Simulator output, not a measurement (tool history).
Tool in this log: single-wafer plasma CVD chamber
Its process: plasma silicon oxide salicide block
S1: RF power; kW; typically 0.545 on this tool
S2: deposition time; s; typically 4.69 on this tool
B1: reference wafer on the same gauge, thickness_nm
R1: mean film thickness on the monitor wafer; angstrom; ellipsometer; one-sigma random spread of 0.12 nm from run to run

{"run": 1, "hour": 0.0, "S1": 0.495, "S2": 4.69, "B1": 46.918, "R1": 460.69}
{"run": 2, "hour": 38.3, "S1": 0.495, "S2": 4.69, "B1": 46.934, "R1": 461.6}
{"hour": 65.2, "done": "RF generator calibrated"}
{"run": 3, "hour": 318.8, "S1": 0.545, "S2": 4.69, "B1": 46.854, "R1": 488.73}
{"run": 4, "hour": 356.9, "S1": 0.545, "S2": 4.69, "B1": 46.946, "R1": 486.4}
{"run": 5, "hour": 420.6, "S1": 0.545, "S2": 4.69, "B1": 46.867, "R1": 485.89}
{"run": 6, "hour": 505.1, "S1": 0.545, "S2": 4.69, "B1": 46.875, "R1": 486.81}
{"run": 7, "hour": 572.9, "S1": 0.545, "S2": 4.69, "B1": 46.939, "R1": 483.03}
{"run": 8, "hour": 613.7, "S1": 0.505, "S2": 4.69, "B1": 46.858, "R1": 471.3}
{"run": 9, "hour": 679.4, "S1": 0.505, "S2": 4.69, "B1": 46.899, "R1": 470.32}
{"run": 10, "hour": 771.6, "S1": 0.545, "S2": 4.69, "B1": 46.874, "R1": 482}
{"run": 11, "hour": 815.6, "S1": 0.545, "S2": 4.69, "B1": 46.836, "R1": 483.86}
{"run": 12, "hour": 984.2, "S1": 0.545, "S2": 4.69, "B1": 46.909, "R1": 483.94}
{"run": 13, "hour": 1020.3, "S1": 0.545, "S2": 4.69, "B1": 46.868, "R1": 478.59}
{"run": 14, "hour": 1099.1, "S1": 0.545, "S2": 4.69, "B1": 46.882, "R1": 483.04}
{"run": 15, "hour": 1147.7, "S1": 0.545, "S2": 4.69, "B1": 46.857, "R1": 481.09}
{"run": 16, "hour": 1206.8, "S1": 0.545, "S2": 4.69, "B1": 46.871, "R1": 479.93}
{"run": 17, "hour": 1245.7, "S1": 0.545, "S2": 4.69, "B1": 46.882, "R1": 481.2}
{"run": 18, "hour": 1455.1, "S1": 0.545, "S2": 4.69, "B1": 46.898, "R1": 480.39}

Run 19 has not been measured yet. What should we expect?
{"hour": 1480.3, "done": "gauge calibrated"}
{"run": 19, "hour": 1536.9, "S1": 0.545, "S2": 4.23, "B1": "?", "R1": "?"}

{"run 19": {"B1": 46.89, "R1": 431.33}}
Without the tool's hidden state the same run would have given R1 443.25 angstrom.

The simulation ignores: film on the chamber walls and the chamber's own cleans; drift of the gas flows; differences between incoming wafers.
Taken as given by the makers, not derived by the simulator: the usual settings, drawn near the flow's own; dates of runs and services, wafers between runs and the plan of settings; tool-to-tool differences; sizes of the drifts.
